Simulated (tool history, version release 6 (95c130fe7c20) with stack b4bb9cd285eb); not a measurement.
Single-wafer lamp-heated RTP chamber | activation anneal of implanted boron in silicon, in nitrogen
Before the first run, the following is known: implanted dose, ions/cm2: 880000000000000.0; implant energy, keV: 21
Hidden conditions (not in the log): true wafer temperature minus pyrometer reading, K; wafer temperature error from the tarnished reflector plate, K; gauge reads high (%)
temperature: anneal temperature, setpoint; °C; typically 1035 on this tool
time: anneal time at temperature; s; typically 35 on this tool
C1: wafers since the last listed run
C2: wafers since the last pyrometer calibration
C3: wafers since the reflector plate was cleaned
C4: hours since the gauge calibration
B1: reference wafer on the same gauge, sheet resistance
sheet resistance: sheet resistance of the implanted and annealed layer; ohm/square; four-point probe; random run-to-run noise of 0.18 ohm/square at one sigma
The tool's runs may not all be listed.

run 1 day=0 | temperature=1035 time=35 | C1=0 C2=3364 C3=2999 C4=200.6 | B1=120.26 | sheet_resistance=119.35
run 2 day=1.404 | temperature=1035 time=35 | C1=462 C2=3827 C3=3462 C4=234.3 | B1=120.39 | sheet_resistance=119.03
run 3 day=2.146 | temperature=1035 time=35 | C1=244 C2=4071 C3=3706 C4=252.1 | B1=120.44 | sheet_resistance=119.2
run 4 day=3.558 | temperature=1035 time=35 | C1=465 C2=4537 C3=4172 C4=286 | B1=120.56 | sheet_resistance=119.36
-- day=4.375 pyrometer window cleaned and pyrometer calibrated
run 5 day=4.846 | temperature=1035 time=35 | C1=314 C2=155 C3=4487 C4=316.9 | B1=120.63 | sheet_resistance=119.34
run 6 day=5.708 | temperature=1035 time=35 | C1=284 C2=440 C3=4771 C4=337.6 | B1=120.66 | sheet_resistance=119.28
run 7 day=6.658 | temperature=1035 time=35 | C1=313 C2=753 C3=5084 C4=360.4 | B1=120.71 | sheet_resistance=119.56
run 8 day=8.1 | temperature=1035 time=35 | C1=475 C2=1228 C3=5560 C4=395 | B1=120.75 | sheet_resistance=119.31
run 9 day=9.338 | temperature=1025 time=45 | C1=408 C2=1636 C3=5968 C4=424.7 | B1=120.79 | sheet_resistance=119.71
run 10 day=10.496 | temperature=1012 time=35 | C1=381 C2=2018 C3=6350 C4=452.5 | B1=120.8 | sheet_resistance=121.47
run 11 day=11.717 | temperature=1012 time=35 | C1=402 C2=2421 C3=6752 C4=481.8 | B1=120.84 | sheet_resistance=121.35
run 12 day=12.567 | temperature=1035 time=35 | C1=280 C2=2701 C3=7033 C4=502.2 | B1=120.81 | sheet_resistance=119.83
run 13 day=13.533 | temperature=1035 time=35 | C1=318 C2=3020 C3=7351 C4=525.4 | B1=120.87 | sheet_resistance=119.59
-- day=14.021 gauge calibrated
run 14 day=14.7 | temperature=1055 time=48 | C1=384 C2=3405 C3=7736 C4=16.3 | B1=118.95 | sheet_resistance=116.37
run 15 day=15.971 | temperature=1010 time=18 | C1=419 C2=3824 C3=8155 C4=46.8 | B1=119.22 | sheet_resistance=121.16
run 16 day=16.571 | temperature=1035 time=35 | C1=197 C2=4021 C3=8353 C4=61.2 | B1=119.33 | sheet_resistance=118.08
-- day=17.558 pyrometer window cleaned and pyrometer calibrated
run 17 day=17.579 | temperature=1035 time=35 | C1=222 C2=6 C3=8575 C4=85.4 | B1=119.51 | sheet_resistance=118.47
run 18 day=18.188 | temperature=1035 time=35 | C1=200 C2=207 C3=8776 C4=100 | B1=119.6 | sheet_resistance=118.53
run 19 day=19.346 | temperature=1035 time=54 | C1=381 C2=589 C3=9158 C4=127.8 | B1=119.81 | sheet_resistance=118.21
-- day=19.854 reflector plate cleaned
run 20 day=20.838 | temperature=1014 time=18 | C1=381 C2=971 C3=324 C4=163.6 | B1=119.96 | sheet_resistance=121.4
run 21 day=21.771 | temperature=1024 time=20 | C1=307 C2=1278 C3=632 C4=186 | B1=120.04 | sheet_resistance=120.04
run 22 day=22.308 | temperature=1018 time=14 | C1=177 C2=1456 C3=809 C4=198.9 | B1=120.14 | sheet_resistance=121.43
run 23 day=23.688 | temperature=1052 time=28 | C1=454 C2=1910 C3=1264 C4=232 | B1=120.27 | sheet_resistance=118.74
run 24 day=24.488 | temperature=1035 time=35 | C1=263 C2=2174 C3=1528 C4=251.2 | B1=120.31 | sheet_resistance=118.89
run 25 day=25.35 | temperature=1035 time=54 | C1=284 C2=2459 C3=1812 C4=271.9 | B1=120.36 | sheet_resistance=118.54
run 26 day=26.633 | temperature=1022 time=20 | C1=423 C2=2882 C3=2235 C4=302.7 | B1=120.4 | sheet_resistance=120.84

What if the next run were any one of these 5? Each begins from the tool's condition after run 26:
run A day=26.65 | temperature=1035 time=41 | C1=5 C2=2887 C3=2241 C4=303.1 | B1=? | sheet_resistance=?
run B day=26.65 | temperature=1058 time=29 | C1=5 C2=2887 C3=2241 C4=303.1 | B1=? | sheet_resistance=?
run C day=26.65 | temperature=1055 time=17 | C1=5 C2=2887 C3=2241 C4=303.1 | B1=? | sheet_resistance=?
run D day=26.65 | temperature=1043 time=25 | C1=5 C2=2887 C3=2241 C4=303.1 | B1=? | sheet_resistance=?
run E day=26.65 | temperature=1048 time=51 | C1=5 C2=2887 C3=2241 C4=303.1 | B1=? | sheet_resistance=?

run=A B1=120.44 sheet_resistance=119.13
run=B B1=120.44 sheet_resistance=118.8
run=C B1=120.44 sheet_resistance=119.52
run=D B1=120.44 sheet_resistance=119.42
run=E B1=120.44 sheet_resistance=118.18
Take away the tool's hidden state, keep each run's random variation, and the runs would have read:
run=A sheet_resistance=117.73
run=B sheet_resistance=117.4
run=C sheet_resistance=118.11
run=D sheet_resistance=118.02
run=E sheet_resistance=116.79
